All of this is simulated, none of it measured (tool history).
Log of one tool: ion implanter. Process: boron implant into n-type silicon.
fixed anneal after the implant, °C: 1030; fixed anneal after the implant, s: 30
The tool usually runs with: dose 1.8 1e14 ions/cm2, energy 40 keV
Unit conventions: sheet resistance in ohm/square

run,hour,dose,energy,"read-back reference wafer on the same gauge, sheet resistance",sheet resistance
1,0,1.8,40,478.88,488.53
2,37.2,1.66,40,479.3,521.51
3,130,1.66,40,479.42,518.03
4,187,1.4,30.5,479.13,614.16
5,228.6,1.4,30.5,479.04,615.32
6,304.1,1.8,40,478.89,487.93
7,404.1,1.8,51,479.14,470.89
8,454.1,1.8,40,479.21,488.21
9,542.3,1.8,40,478.91,488.5
10,591.3,1.8,40,478.65,488.19
11,674,1.8,40,478.94,487.94
12,721.6,2.19,40,479.23,422.5
13,795.7,2.19,40,479.07,419.03
14,877.3,2.19,40,478.94,418.21
# hour 909.5: Faraday cup replaced and dose calibrated
15,931.1,1.8,40,478.64,487.36
# hour 1074.5: gauge calibrated
16,1197.6,1.8,40,478.65,489.22
17,1256.1,1.29,44,479.08,613.35
18,1300.6,1.3,40,478.77,621.22
19,1404,1.8,40,478.84,487.47
20,1440.7,2.15,47.5,478.86,417.26
21,1479.5,1.8,32.5,479.02,501.93
22,1563.5,1.8,49.5,478.86,472.63
# hour 1620.6: extraction supply calibrated
23,1632.7,1.8,27,478.78,513.35
24,1728.4,1.56,52,478.73,518.52
25,1795.7,1.41,45,479.42,573.22
26,1917.7,2,53,479.06,432.6
27,1961.3,1.54,26,479.1,588.2
28,2035.5,2.25,53.5,478.94,392.47
29,2132.9,1.8,40,478.82,486.66
30,2228.4,1.38,52.5,478.96,565.91
31,2266.6,1.8,36.5,478.77,495.79
32,2323.6,1.8,40,479.06,489.44
33,2419.2,2.26,30.5,479.15,424.65
34,2502.8,1.49,36,478.62,571.06
35,2559.8,1.8,40,478.97,487.82
36,2611.3,1.8,49,479.03,477.1

Exercise: give the hidden state of the tool at every run:
deviation of the true dose from the Faraday cup's reading, %: 0 on each run
deviation of the true energy from its setpoint, %: 0 on each run
gauge reads high (%): 0 on each run
